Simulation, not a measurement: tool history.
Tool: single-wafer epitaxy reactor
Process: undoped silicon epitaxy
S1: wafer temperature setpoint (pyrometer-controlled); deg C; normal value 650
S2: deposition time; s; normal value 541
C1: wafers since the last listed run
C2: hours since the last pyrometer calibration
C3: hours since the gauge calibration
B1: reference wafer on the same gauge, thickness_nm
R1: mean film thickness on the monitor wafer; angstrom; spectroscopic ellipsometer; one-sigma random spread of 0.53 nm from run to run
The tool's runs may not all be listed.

run	hour	S1	S2	C1	C2	C3	B1	R1
1	0	650	541	0	3100.6	176.7	104.723	935.81
2	16.4	640	575	63	3117	193.1	104.8	821.98
3	29.3	640	575	50	3129.9	206	104.821	828.65
4	38.6	650	541	36	3139.2	215.3	104.885	925.77
5	56.4	650	541	69	3157	233.1	104.784	934.28
6	72.2	650	541	61	3172.8	248.9	104.76	936.31
7	84.2	650	541	46	3184.8	260.9	104.778	931.02
8	102	650	585	69	3202.6	278.7	104.782	1006.82
9	115.4	661	541	52	3216	292.1	104.86	1144.55
10	124.2	650	541	34	3224.8	300.9	104.837	939.26
11	135.9	650	541	45	3236.5	312.6	104.72	925.92
12	147	650	541	43	3247.6	323.7	104.862	923.21
13	154.5	650	541	29	3255.1	331.2	104.748	924.87
14	171.1	650	541	64	3271.7	347.8	104.768	937.6
15	178.4	650	541	28	3279	355.1	104.816	931.08
16	190.5	650	541	47	3291.1	367.2	104.849	938.4
# hour 201.2: pyrometer calibrated
17	205.5	650	541	27	4.3	382.2	104.84	935.25
18	220	660	541	56	18.8	396.7	104.645	1126.38
19	230.2	655	593	39	29	406.9	104.797	1117.19
20	240.7	650	575	40	39.5	417.4	104.807	997.85
21	253	650	541	47	51.8	429.7	104.781	941.44
22	259.5	664	541	25	58.3	436.2	104.79	1225.43
# hour 267.3: gauge calibrated
23	280.8	645	609	82	79.6	13.5	104.75	955.98
24	296.3	645	471	60	95.1	29	104.82	742.71
25	314.1	650	541	69	112.9	46.8	104.9	928.36
26	330.9	664	453	65	129.7	63.6	104.677	1017.79
27	342.5	650	541	45	141.3	75.2	104.804	939.66
28	354	661	486	44	152.8	86.7	104.721	1037.36
29	368.9	635	621	57	167.7	101.6	104.863	805.24
30	376.9	664	626	31	175.7	109.6	104.838	1398.65
31	383.5	650	541	25	182.3	116.2	104.86	936.83
32	397.2	660	541	53	196	129.9	104.763	1113.61

State the hidden condition of the tool at each of the runs:
wafer temperature above the value expected at the setpoint (K): 0 in every run
gauge reads high (%): 0 in every run
